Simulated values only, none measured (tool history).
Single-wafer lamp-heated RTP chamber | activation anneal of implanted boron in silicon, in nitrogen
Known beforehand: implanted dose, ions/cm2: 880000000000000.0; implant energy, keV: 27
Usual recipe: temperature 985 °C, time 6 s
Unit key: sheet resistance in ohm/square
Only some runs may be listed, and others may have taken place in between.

| run | hour | temperature | time | read-back reference wafer on the same gauge, sheet resistance | sheet resistance |
|---|---|---|---|---|---|
| 1 | 0.0 | 985 | 6 | 163.96 | 155.98 |
| 2 | 8.1 | 985 | 6 | 164.01 | 154.96 |
| 3 | 16.0 | 985 | 6 | 164.00 | 155.52 |
| 4 | 24.3 | 985 | 6 | 163.93 | 155.69 |
| 5 | 32.7 | 985 | 6 | 164.16 | 155.08 |
| 6 | 39.3 | 985 | 6 | 163.83 | 155.17 |
| 7 | 50.7 | 985 | 6 | 164.00 | 156.31 |
| 8 | 58.9 | 985 | 6 | 164.02 | 157.15 |
|  | 68.8 | gauge calibrated |
| 9 | 74.0 | 985 | 6 | 164.10 | 154.45 |
| 10 | 90.9 | 985 | 6 | 164.03 | 156.08 |
|  | 112.9 | pyrometer window cleaned and pyrometer calibrated |
| 11 | 113.4 | 985 | 6 | 164.03 | 161.15 |
| 12 | 123.0 | 993 | 3 | 164.02 | 157.94 |
| 13 | 136.7 | 994 | 7 | 163.97 | 155.49 |
|  | 151.0 | reflector plate cleaned |
| 14 | 151.9 | 985 | 6 | 163.84 | 160.33 |
| 15 | 162.0 | 985 | 6 | 164.15 | 159.71 |
| 16 | 172.4 | 1006 | 9 | 164.15 | 149.13 |
| 17 | 188.2 | 985 | 6 | 164.06 | 158.53 |
| 18 | 195.5 | 996 | 6 | 163.95 | 151.51 |
| 19 | 202.4 | 1013 | 4 | 164.08 | 148.71 |
|  | 210.7 | gauge calibrated |
| 20 | 212.4 | 998 | 7 | 163.88 | 150.38 |
| 21 | 219.9 | 967 | 8 | 163.99 | 173.19 |

3 options for the next run, each taken on its own from the tool as it stands now. Forecast them:
| A | 220.3 | 985 | 6 | ? | ? |
| B | 220.3 | 957 | 8 | ? | ? |
| C | 220.3 | 956 | 9 | ? | ? |

| run | read-back reference wafer on the same gauge, sheet resistance | sheet resistance |
|---|---|---|
| A | 163.99 | 157.85 |
| B | 163.99 | 189.04 |
| C | 163.99 | 189.51 |
With the hidden condition removed and each run's random variation left untouched, the same runs would have given:
| run | sheet resistance |
|---|---|
| A | 164.94 |
| B | 207.73 |
| C | 208.30 |
